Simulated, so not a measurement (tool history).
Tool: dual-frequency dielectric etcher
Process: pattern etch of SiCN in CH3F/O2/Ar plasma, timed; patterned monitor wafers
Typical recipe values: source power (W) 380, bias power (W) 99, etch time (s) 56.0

| run | hour | source power (W) | bias power (W) | etch time (s) | read-back reference wafer on the same gauge, depth_nm | mean etch depth across the wafer (angstrom) |
|---|---|---|---|---|---|---|
| 1 | 0.0 | 380 | 86 | 49.5 | 20.91 | 201.6 |
| 2 | 11.0 | 380 | 86 | 49.5 | 20.86 | 203.2 |
| 3 | 18.4 | 380 | 105 | 56.0 | 20.90 | 242.2 |
| 4 | 26.1 | 380 | 105 | 56.0 | 20.91 | 244.9 |
| 5 | 37.4 | 380 | 105 | 56.0 | 20.93 | 242.4 |
| 6 | 54.6 | 380 | 99 | 56.0 | 20.93 | 241.2 |
|  | 95.7 | upper electrode replaced |
| 7 | 96.2 | 380 | 99 | 56.0 | 20.89 | 242.1 |
| 8 | 109.7 | 380 | 84 | 56.0 | 20.90 | 229.7 |
| 9 | 119.4 | 380 | 84 | 56.0 | 20.88 | 230.4 |
| 10 | 127.4 | 380 | 99 | 56.0 | 20.90 | 241.1 |
| 11 | 134.8 | 450 | 77 | 56.0 | 20.90 | 234.1 |
|  | 143.3 | source power generator calibrated |
| 12 | 145.2 | 380 | 99 | 56.0 | 20.90 | 241.4 |
| 13 | 152.8 | 380 | 99 | 56.0 | 20.91 | 242.5 |
| 14 | 161.6 | 420 | 99 | 67.5 | 20.92 | 301.6 |
|  | 182.5 | gauge calibrated |
|  | 197.4 | wet clean of the chamber |
| 15 | 197.9 | 430 | 88 | 70.0 | 20.94 | 288.2 |
| 16 | 198.2 | 380 | 99 | 56.0 | 20.90 | 232.7 |
| 17 | 201.4 | 320 | 117 | 41.5 | 20.92 | 173.7 |
| 18 | 216.3 | 350 | 110 | 50.5 | 20.92 | 212.0 |
| 19 | 265.7 | 380 | 90 | 56.0 | 20.92 | 225.4 |

What will run 20 give?
| 20 | 283.4 | 380 | 119 | 45.0 | ? | ? |

{"run 20": {"read-back reference wafer on the same gauge, depth_nm": 20.94, "mean etch depth across the wafer (angstrom)": 198.7}}
Had the tool carried no hidden state, the very same run would have given mean etch depth across the wafer (angstrom) 199.3.
